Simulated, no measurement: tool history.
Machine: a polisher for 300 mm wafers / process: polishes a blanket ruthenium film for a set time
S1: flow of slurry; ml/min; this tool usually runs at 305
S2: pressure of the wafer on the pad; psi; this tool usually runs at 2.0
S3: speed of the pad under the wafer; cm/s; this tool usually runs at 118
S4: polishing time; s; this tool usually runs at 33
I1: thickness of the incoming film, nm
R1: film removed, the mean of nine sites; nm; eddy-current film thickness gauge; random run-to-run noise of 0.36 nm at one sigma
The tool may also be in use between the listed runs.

run   hour   S1   S2   S3  S4     I1    R1
  1    0.0  305  2.0   90  26  335.7  23.8
  2   13.0  305  1.5   94  33  339.8  23.4
  3   35.0  305  1.5   94  33  341.6  23.4
  4   54.0  305  2.0  118  33  347.1  39.8
  5   83.6  305  2.0  118  33  336.5  40.1
  6   96.8  305  2.0  118  33  339.1  40.0
  7  111.0  265  2.0  118  33  337.9  38.3
  8  186.9  265  2.0  118  33  336.9  37.4
  9  216.8  305  2.0  118  33  340.0  37.4
 10  231.0  305  2.0  118  33  339.8  38.0
 11  244.3  305  2.0  118  33  336.5  37.5
 12  318.3  340  2.0  150  33  338.4  46.7
 13  334.1  305  2.5  118  30  340.5  42.0
 14  368.2  390  2.0  118  23  338.3  26.7
 15  389.0  305  2.6  118  33  337.7  51.5
 16  421.8  345  2.0  160  42  340.5  65.4
 17  445.1  245  1.7  118  33  340.9  32.2
 18  460.4  305  1.6  140  36  341.3  39.3
 19  479.1  305  2.0  118  33  342.8  38.8
 20  507.6  305  2.7  118  33  340.1  52.1
 21  531.7  305  2.0  118  33  339.1  38.0
 22  551.2  385  2.0  130  33  337.1  42.8
 23  581.1  400  2.2   96  38  341.7  42.7
 24  610.0  225  2.0   90  33  333.7  28.6
 25  644.2  305  2.0  118  33  335.6  37.8
 26  666.3  225  2.0  118  25  332.6  29.7
 27  680.5  370  2.0  152  33  337.6  50.8
 28  708.3  305  2.0  118  33  341.1  39.4
 29  754.8  305  1.3  100  33  337.8  21.8
 30  783.7  385  2.3   90  33  337.8  36.7
 31  805.1  305  2.0  118  33  337.1  38.0
 32  827.4  335  2.0   86  33  337.0  29.3
 33  859.4  340  2.0   90  33  341.3  30.8
 34  892.9  205  2.0  118  33  335.3  34.4
 35  912.1  205  2.0   88  44  344.3  35.7
 36  937.8  225  2.0   88  33  336.6  27.7

Removed from this log: 7 entries logged between the listed runs. Between which two listed runs does each belong, and how does the tool's hidden state at the listed run before it compare with that at the listed run after it?
Run 3 -> run 4: slurry nozzle cleaned (hour 45.3)
  slurry flow missing at the pad, %: 42.8 -> 9.98
  the result without the hidden state subtracted from the measured one, R1: -1.8 -> -0.4 nm
Run 8 -> run 9: worn pad replaced by a new one (hour 211.9)
  slurry flow missing at the pad, %: 37.1 -> 39.9
  the result without the hidden state subtracted from the measured one, R1: -2.7 -> -2.7 nm
Run 14 -> run 15: slurry nozzle cleaned (hour 374.4)
  slurry flow missing at the pad, %: 46.6 -> 9.58
  the result without the hidden state subtracted from the measured one, R1: -2.0 -> -0.6 nm
Run 15 -> run 16: head pressure recalibrated (hour 418.1)
  slurry flow missing at the pad, %: 9.58 -> 19
  the result without the hidden state subtracted from the measured one, R1: -0.6 -> -1.4 nm
Run 18 -> run 19: worn pad replaced by a new one (hour 469.7)
  slurry flow missing at the pad, %: 27.1 -> 30.1
  the result without the hidden state subtracted from the measured one, R1: -1.5 -> -1.7 nm
Run 25 -> run 26: slurry nozzle cleaned (hour 662.4)
  slurry flow missing at the pad, %: 42.8 -> 7.13
  the result without the hidden state subtracted from the measured one, R1: -3.0 -> -0.3 nm
Run 27 -> run 28: worn pad replaced by a new one (hour 705.2)
  slurry flow missing at the pad, %: 12 -> 19.9
  the result without the hidden state subtracted from the measured one, R1: -0.6 -> -1.0 nm
